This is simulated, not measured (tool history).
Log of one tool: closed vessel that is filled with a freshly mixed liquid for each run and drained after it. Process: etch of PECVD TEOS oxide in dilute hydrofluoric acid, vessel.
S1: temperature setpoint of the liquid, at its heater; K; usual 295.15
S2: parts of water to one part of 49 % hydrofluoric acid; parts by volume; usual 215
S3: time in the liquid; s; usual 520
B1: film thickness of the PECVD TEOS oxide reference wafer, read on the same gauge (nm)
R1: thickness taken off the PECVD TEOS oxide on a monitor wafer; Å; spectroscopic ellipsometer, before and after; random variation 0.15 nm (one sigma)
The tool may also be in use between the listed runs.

run,day,S1,S2,S3,B1,R1
1,0,295.15,215,745,120,368.5
2,0.35,295.15,215,745,119.99,369.7
3,0.6,295.15,215,745,119.97,371.3
# day 0.842: gauge calibrated
4,0.967,295.15,215,520,120.03,257.6
5,1.262,295.15,215,520,120,256.7
6,1.679,295.15,215,520,120,256.9
7,3.142,295.15,215,520,120.01,255.3
8,3.454,295.15,215,520,119.97,255.4
9,3.883,295.15,215,520,120.02,258.1
10,4.183,295.15,215,445,120.01,218.6
11,5.488,295.15,215,445,119.99,217.5
12,5.988,295.15,215,520,119.99,258.2
13,6.558,295.15,180,630,119.96,385.8
14,6.821,295.15,145,520,120,410.3
15,7.188,296.65,295,520,119.99,181.4
16,7.788,295.15,215,520,120.01,256.6
17,8.267,295.15,315,520,120.02,158
18,8.942,295.15,215,520,120,254.5
# day 9.033: hydrofluoric acid flow meter replaced
19,9.275,295.15,315,520,119.98,141.9
# day 9.754: thermometer replaced
20,9.975,295.15,305,520,119.99,148.3
# day 10.104: gauge calibrated
21,10.392,290.65,175,755,119.99,364.2
# day 10.929: hydrofluoric acid flow meter replaced, repeated, since the last time left the tool worse
22,12.462,295.15,160,800,120.01,621.7
23,12.871,293.65,215,520,120.01,269.9
24,13.392,293.65,245,385,120,169.6
25,13.829,299.65,320,520,120,201.1

Forecast each of these 4 alternatives for the next run:
A,13.862,295.15,215,520,?,?
B,13.862,293.15,255,520,?,?
C,13.862,292.15,215,520,?,?
D,13.862,290.65,215,825,?,?

run,B1,R1
A,119.97,282.3
B,119.97,212.4
C,119.97,251.8
D,119.97,376.8
Without the tool's hidden state the same runs would have given:
run,R1
A,284
B,213.8
C,253.4
D,379.2
